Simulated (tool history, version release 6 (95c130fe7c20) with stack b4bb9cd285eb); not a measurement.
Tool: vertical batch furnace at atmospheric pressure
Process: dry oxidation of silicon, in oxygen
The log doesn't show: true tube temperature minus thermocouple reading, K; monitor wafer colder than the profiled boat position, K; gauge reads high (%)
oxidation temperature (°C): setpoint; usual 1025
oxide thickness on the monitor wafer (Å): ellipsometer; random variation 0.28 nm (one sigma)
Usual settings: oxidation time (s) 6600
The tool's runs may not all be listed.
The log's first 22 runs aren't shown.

| run | hour | oxidation temperature (°C) | oxidation time (s) | wafers since the last listed run | hours since the last temperature calibration | hours since the boat lift was adjusted | hours since the gauge calibration | read-back reference wafer on the same gauge, thickness | oxide thickness on the monitor wafer (Å) |
|---|---|---|---|---|---|---|---|---|---|
| 23 | 1123.7 | 1013 | 6600 | 804 | 82.3 | 287.6 | 306.4 | 91.41 | 809.2 |
| 24 | 1168.6 | 1025 | 9540 | 599 | 127.2 | 332.5 | 351.3 | 91.44 | 1156.1 |
| 25 | 1199.9 | 1049 | 9750 | 417 | 158.5 | 363.8 | 382.6 | 91.33 | 1432.1 |
| 26 | 1253.4 | 1025 | 6600 | 713 | 212.0 | 417.3 | 436.1 | 91.34 | 903.9 |
| 27 | 1321.1 | 1025 | 6600 | 903 | 279.7 | 485.0 | 503.8 | 91.44 | 906.8 |
| 28 | 1377.2 | 1012 | 7770 | 748 | 335.8 | 541.1 | 559.9 | 91.32 | 894.0 |
| 29 | 1423.1 | 1025 | 3300 | 612 | 381.7 | 587.0 | 605.8 | 91.31 | 571.4 |
| 30 | 1468.6 | 1025 | 6600 | 607 | 427.2 | 632.5 | 651.3 | 91.48 | 899.6 |
| 31 | 1522.8 | 1035 | 6600 | 723 | 481.4 | 686.7 | 705.5 | 91.49 | 984.5 |
| 32 | 1552.2 | 1025 | 8910 | 392 | 510.8 | 716.1 | 734.9 | 91.38 | 1103.7 |
| 33 | 1589.7 | 1033 | 7590 | 500 | 548.3 | 753.6 | 772.4 | 91.26 | 1064.4 |
| 34 | 1629.0 | 1001 | 3690 | 524 | 587.6 | 792.9 | 811.7 | 91.49 | 486.5 |
| 35 | 1656.3 | 1025 | 6600 | 364 | 614.9 | 820.2 | 839.0 | 91.38 | 899.3 |
| 36 | 1705.3 | 1012 | 9600 | 653 | 663.9 | 869.2 | 888.0 | 91.40 | 1031.5 |
| 37 | 1739.4 | 1000 | 6600 | 455 | 698.0 | 903.3 | 922.1 | 91.45 | 709.8 |
| 38 | 1766.4 | 1033 | 9810 | 360 | 725.0 | 930.3 | 949.1 | 91.41 | 1257.7 |
| 39 | 1835.4 | 1018 | 8160 | 920 | 794.0 | 999.3 | 1018.1 | 91.37 | 976.6 |

Forecast each of these 4 alternatives for the next run:
| A | 1840.5 | 1025 | 9600 | 68 | 799.1 | 1004.4 | 1023.2 | ? | ? |
| B | 1840.5 | 1009 | 9630 | 68 | 799.1 | 1004.4 | 1023.2 | ? | ? |
| C | 1840.5 | 1041 | 8880 | 68 | 799.1 | 1004.4 | 1023.2 | ? | ? |
| D | 1840.5 | 1010 | 5640 | 68 | 799.1 | 1004.4 | 1023.2 | ? | ? |

| run | read-back reference wafer on the same gauge, thickness | oxide thickness on the monitor wafer (Å) |
|---|---|---|
| A | 91.40 | 1154.9 |
| B | 91.40 | 1004.4 |
| C | 91.40 | 1252.7 |
| D | 91.40 | 703.8 |
Without the tool's hidden state the same runs would have given:
| run | oxide thickness on the monitor wafer (Å) |
|---|---|
| A | 1163.4 |
| B | 1012.4 |
| C | 1261.5 |
| D | 709.5 |

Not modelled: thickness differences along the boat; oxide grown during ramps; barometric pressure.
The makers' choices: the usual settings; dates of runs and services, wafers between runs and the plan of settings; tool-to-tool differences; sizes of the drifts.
